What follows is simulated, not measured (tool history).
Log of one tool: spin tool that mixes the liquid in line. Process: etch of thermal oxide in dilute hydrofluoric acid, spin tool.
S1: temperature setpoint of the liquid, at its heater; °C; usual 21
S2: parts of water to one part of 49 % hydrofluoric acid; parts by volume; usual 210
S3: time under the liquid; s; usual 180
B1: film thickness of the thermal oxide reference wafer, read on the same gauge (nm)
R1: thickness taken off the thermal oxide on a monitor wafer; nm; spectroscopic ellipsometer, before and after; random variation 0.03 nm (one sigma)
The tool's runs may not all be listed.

{"run": 1, "hour": 0.0, "S1": 21, "S2": 210, "S3": 180, "B1": 109.986, "R1": 3.782}
{"run": 2, "hour": 34.6, "S1": 21, "S2": 210, "S3": 180, "B1": 110.01, "R1": 3.831}
{"run": 3, "hour": 47.8, "S1": 24.5, "S2": 210, "S3": 180, "B1": 109.965, "R1": 4.346}
{"run": 4, "hour": 67.9, "S1": 24.5, "S2": 210, "S3": 180, "B1": 110.014, "R1": 4.359}
{"run": 5, "hour": 82.4, "S1": 21, "S2": 210, "S3": 150, "B1": 109.982, "R1": 3.168}
{"run": 6, "hour": 100.4, "S1": 21, "S2": 210, "S3": 180, "B1": 109.969, "R1": 3.846}
{"hour": 115.9, "done": "gauge calibrated"}
{"run": 7, "hour": 131.6, "S1": 21, "S2": 210, "S3": 180, "B1": 109.981, "R1": 3.809}
{"run": 8, "hour": 159.9, "S1": 26, "S2": 155, "S3": 280, "B1": 109.956, "R1": 10.399}
{"hour": 166.4, "done": "thermometer replaced"}
{"run": 9, "hour": 177.2, "S1": 25, "S2": 170, "S3": 275, "B1": 109.99, "R1": 8.638}
{"run": 10, "hour": 209.6, "S1": 24, "S2": 275, "S3": 180, "B1": 110.025, "R1": 3.073}
{"hour": 228.3, "done": "hydrofluoric acid flow meter replaced"}
{"run": 11, "hour": 243.2, "S1": 21, "S2": 210, "S3": 180, "B1": 110.028, "R1": 3.882}
{"run": 12, "hour": 255.2, "S1": 26, "S2": 295, "S3": 260, "B1": 110.04, "R1": 4.288}
{"run": 13, "hour": 285.3, "S1": 21, "S2": 265, "S3": 255, "B1": 109.975, "R1": 4.081}

Forecast run 14:
{"run": 14, "hour": 309.2, "S1": 21, "S2": 210, "S3": 180, "B1": "?", "R1": "?"}

{"run 14": {"B1": 110.029, "R1": 3.814}}
Without the tool's hidden state the same run would have given R1 3.814 nm.

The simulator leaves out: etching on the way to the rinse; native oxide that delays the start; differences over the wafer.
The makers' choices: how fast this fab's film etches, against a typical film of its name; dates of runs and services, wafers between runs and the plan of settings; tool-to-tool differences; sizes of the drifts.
